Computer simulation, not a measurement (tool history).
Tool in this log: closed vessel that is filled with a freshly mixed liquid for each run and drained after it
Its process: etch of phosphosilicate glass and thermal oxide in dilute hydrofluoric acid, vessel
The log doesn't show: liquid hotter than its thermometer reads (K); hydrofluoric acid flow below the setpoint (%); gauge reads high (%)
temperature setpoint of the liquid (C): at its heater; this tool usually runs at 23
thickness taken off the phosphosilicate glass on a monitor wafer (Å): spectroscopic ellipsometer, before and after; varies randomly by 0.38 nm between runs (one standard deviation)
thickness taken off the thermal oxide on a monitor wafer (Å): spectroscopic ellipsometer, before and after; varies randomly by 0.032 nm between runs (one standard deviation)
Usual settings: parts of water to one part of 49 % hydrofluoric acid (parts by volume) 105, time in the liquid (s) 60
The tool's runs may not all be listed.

| run | hour | temperature setpoint of the liquid (C) | parts of water to one part of 49 % hydrofluoric acid (parts by volume) | time in the liquid (s) | wafers since the last listed run | hours since the thermometer was replaced | hours since the hydrofluoric acid flow meter was replaced | hours since the gauge calibration | read-back film thickness of the phosphosilicate glass reference wafer, read on the same gauge (nm) | read-back film thickness of the thermal oxide reference wafer, read on the same gauge (nm) | thickness taken off the phosphosilicate glass on a monitor wafer (Å) | thickness taken off the thermal oxide on a monitor wafer (Å) |
|---|---|---|---|---|---|---|---|---|---|---|---|---|
| 1 | 0 | 23 | 105 | 60 | 0 | 1975.3 | 1154.7 | 486.1 | 109.97 | 140.01 | 1043.2 | 25.4 |
| 2 | 208.3 | 23 | 105 | 60 | 16971 | 2183.6 | 1363 | 694.4 | 110.02 | 139.999 | 1034.9 | 24.95 |
| 3 | 257.1 | 23 | 105 | 60 | 3976 | 2232.4 | 1411.8 | 743.2 | 109.97 | 140.017 | 1031.6 | 24.97 |
|  | 335.7 | gauge calibrated |
| 4 | 374.3 | 23 | 105 | 60 | 9548 | 2349.6 | 1529 | 38.6 | 109.96 | 140.004 | 1028.3 | 24.85 |
| 5 | 410.1 | 23 | 105 | 60 | 2916 | 2385.4 | 1564.8 | 74.4 | 110.01 | 139.99 | 1027.4 | 25.05 |
| 6 | 442.7 | 23 | 105 | 60 | 2656 | 2418 | 1597.4 | 107 | 110.03 | 140.012 | 1021.3 | 24.83 |
|  | 466.3 | hydrofluoric acid flow meter replaced |
| 7 | 607 | 25 | 105 | 60 | 13305 | 2582.3 | 140.7 | 271.3 | 109.99 | 140.031 | 1055.8 | 25.38 |
|  | 625.7 | thermometer replaced |
| 8 | 656.1 | 23 | 105 | 60 | 3918 | 30.4 | 189.8 | 320.4 | 110 | 139.991 | 969.2 | 23.32 |
| 9 | 718.8 | 23 | 105 | 60 | 5108 | 93.1 | 252.5 | 383.1 | 109.99 | 140.003 | 964.5 | 23.17 |
|  | 724 | hydrofluoric acid flow meter replaced, repeated, since the last time left the tool worse |
| 10 | 753.5 | 23 | 105 | 40 | 2745 | 127.8 | 29.5 | 417.8 | 110.03 | 139.987 | 735.7 | 17.38 |
| 11 | 780.9 | 18.5 | 65 | 45 | 2232 | 155.2 | 56.9 | 445.2 | 110 | 139.999 | 1162.1 | 27.5 |
| 12 | 842.2 | 23 | 105 | 70 | 4994 | 216.5 | 118.2 | 506.5 | 110 | 140.007 | 1275.5 | 30.46 |
| 13 | 909.7 | 18.5 | 105 | 45 | 5499 | 284 | 185.7 | 574 | 109.98 | 139.998 | 683.6 | 16.14 |
| 14 | 978.6 | 23 | 105 | 60 | 5613 | 352.9 | 254.6 | 642.9 | 110 | 140.012 | 1091.3 | 26.05 |
| 15 | 1033.4 | 23 | 125 | 60 | 4464 | 407.7 | 309.4 | 697.7 | 109.99 | 139.993 | 886.2 | 21.43 |
| 16 | 1065 | 24.5 | 145 | 60 | 2574 | 439.3 | 341 | 729.3 | 110.01 | 140.002 | 794 | 18.78 |

Results for each run, recomputed without the tool's hidden state and with each run's random variation untouched:
| run | thickness taken off the phosphosilicate glass on a monitor wafer (Å) | thickness taken off the thermal oxide on a monitor wafer (Å) |
|---|---|---|
| 1 | 1103.5 | 26.87 |
| 2 | 1105.4 | 26.65 |
| 3 | 1104.4 | 26.74 |
| 4 | 1107 | 26.75 |
| 5 | 1107.9 | 27.01 |
| 6 | 1103 | 26.82 |
| 7 | 1202.2 | 28.9 |
| 8 | 1105.6 | 26.6 |
| 9 | 1103.7 | 26.52 |
| 10 | 739.8 | 17.48 |
| 11 | 1169.6 | 27.68 |
| 12 | 1287.6 | 30.75 |
| 13 | 692.2 | 16.35 |
| 14 | 1108.6 | 26.46 |
| 15 | 902.7 | 21.83 |
| 16 | 810.2 | 19.17 |

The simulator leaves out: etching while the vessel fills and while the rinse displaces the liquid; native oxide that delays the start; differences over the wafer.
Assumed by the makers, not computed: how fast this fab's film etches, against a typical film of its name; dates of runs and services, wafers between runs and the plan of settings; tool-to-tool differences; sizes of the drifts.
